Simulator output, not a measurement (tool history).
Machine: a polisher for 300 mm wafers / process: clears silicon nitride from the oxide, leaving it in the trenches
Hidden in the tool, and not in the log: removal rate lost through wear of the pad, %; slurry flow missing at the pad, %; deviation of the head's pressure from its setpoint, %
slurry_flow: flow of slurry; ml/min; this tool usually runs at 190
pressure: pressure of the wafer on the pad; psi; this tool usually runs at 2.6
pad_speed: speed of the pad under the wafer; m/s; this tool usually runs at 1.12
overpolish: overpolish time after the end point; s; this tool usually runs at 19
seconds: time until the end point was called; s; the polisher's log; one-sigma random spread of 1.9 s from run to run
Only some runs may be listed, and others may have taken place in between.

run    hour  slurry_flow  pressure  pad_speed  overpolish  wafers since the last listed run  wafers polished on this pad  hours since the slurry nozzle was cleaned  hours since the head pressure was calibrated  incoming thickness of the incoming film, nm  seconds
  1     0.0          215       3.2       1.12          19                                 0                          862                                      133.5                                         209.6                                        100.0    102.6
  2    47.5          215       3.2       1.12          19                               254                         1116                                      181.0                                         257.1                                        101.0    106.1
  3    81.5          215       3.2       1.12          19                               181                         1298                                      215.0                                         291.1                                        102.1    106.5
       89.4  -- worn pad replaced by a new one
  4   131.1          190       2.6       1.12          19                               244                          222                                      264.6                                         340.7                                        100.5    130.4
  5   176.1          190       2.6       1.12          19                               240                          463                                      309.6                                         385.7                                         99.7    127.6
  6   202.4          190       2.6       1.12          19                               140                          604                                      335.9                                         412.0                                         99.5    130.5
      241.6  -- slurry nozzle cleaned
  7   251.0          190       2.6       1.12          19                               254                          859                                        9.4                                         460.6                                        100.9    130.9
  8   313.2          190       2.6       1.12          19                               332                         1192                                       71.6                                         522.8                                        101.7    137.4
      372.6  -- worn pad replaced by a new one
      374.6  -- head pressure recalibrated
  9   376.8          190       2.6       1.12          19                               308                           12                                      135.2                                           2.2                                         99.1    122.7
 10   444.3          190       2.6       1.12          23                               361                          373                                      202.7                                          69.7                                         99.3    122.9
 11   490.7          190       2.6       1.12          19                               248                          621                                      249.1                                         116.1                                         99.1    124.3
 12   546.7          190       2.6       1.12          19                               299                          921                                      305.1                                         172.1                                        101.6    127.7
      566.3  -- slurry nozzle cleaned
      596.1  -- worn pad replaced by a new one
 13   596.6          190       2.6       1.12          19                               240                            2                                       30.3                                         222.0                                         98.4    128.4
 14   634.9          230       2.6       1.12          19                               204                          207                                       68.6                                         260.3                                        101.3    129.9
 15   798.2          190       2.6       1.12          19                               873                         1081                                      231.9                                         423.6                                        101.7    136.4
 16   824.0          190       2.6       1.52          15                               138                         1219                                      257.7                                         449.4                                        101.8    101.3
      836.6  -- worn pad replaced by a new one
 17   875.4          190       3.0       0.94          19                               253                          207                                      309.1                                         500.8                                        101.5    144.6
      913.5  -- slurry nozzle cleaned
      922.9  -- head pressure recalibrated
 18   943.3          210       2.6       1.12          14                               347                          554                                       29.8                                          20.4                                         99.1    122.0
 19  1002.0          190       2.6       1.12          19                               314                          869                                       88.5                                          79.1                                        100.4    125.9
     1050.6  -- worn pad replaced by a new one
 20  1055.8          140       3.1       1.32          15                               266                           27                                      142.3                                         132.9                                         99.0     96.5
 21  1105.7          190       3.3       1.12          22                               267                          294                                      192.2                                         182.8                                         99.5    104.5
 22  1155.5          190       3.5       1.12          19                               266                          561                                      242.0                                         232.6                                         99.6     99.5
 23  1200.4          225       2.9       1.34          14                               240                          801                                      286.9                                         277.5                                         99.6     97.5
 24  1234.9          155       2.6       0.90          19                               184                          986                                      321.4                                         312.0                                         99.9    168.7

Alternative continuations, all from the tool just after run 24; predict every row:
  A  1235.4          190       3.0       1.12          19                                 2                          988                                      321.9                                         312.5                                         99.7        ?
  B  1235.4          135       3.0       1.12          19                                 2                          988                                      321.9                                         312.5                                         99.7        ?
  C  1235.4          190       2.6       0.90          19                                 2                          988                                      321.9                                         312.5                                         99.7        ?
  D  1235.4          190       2.6       1.24          19                                 2                          988                                      321.9                                         312.5                                         99.7        ?

run  seconds
  A    117.3
  B    124.3
  C    166.1
  D    120.5
With no hidden state in the tool, these same runs would have given:
run  seconds
  A    111.0
  B    117.6
  C    157.1
  D    114.0
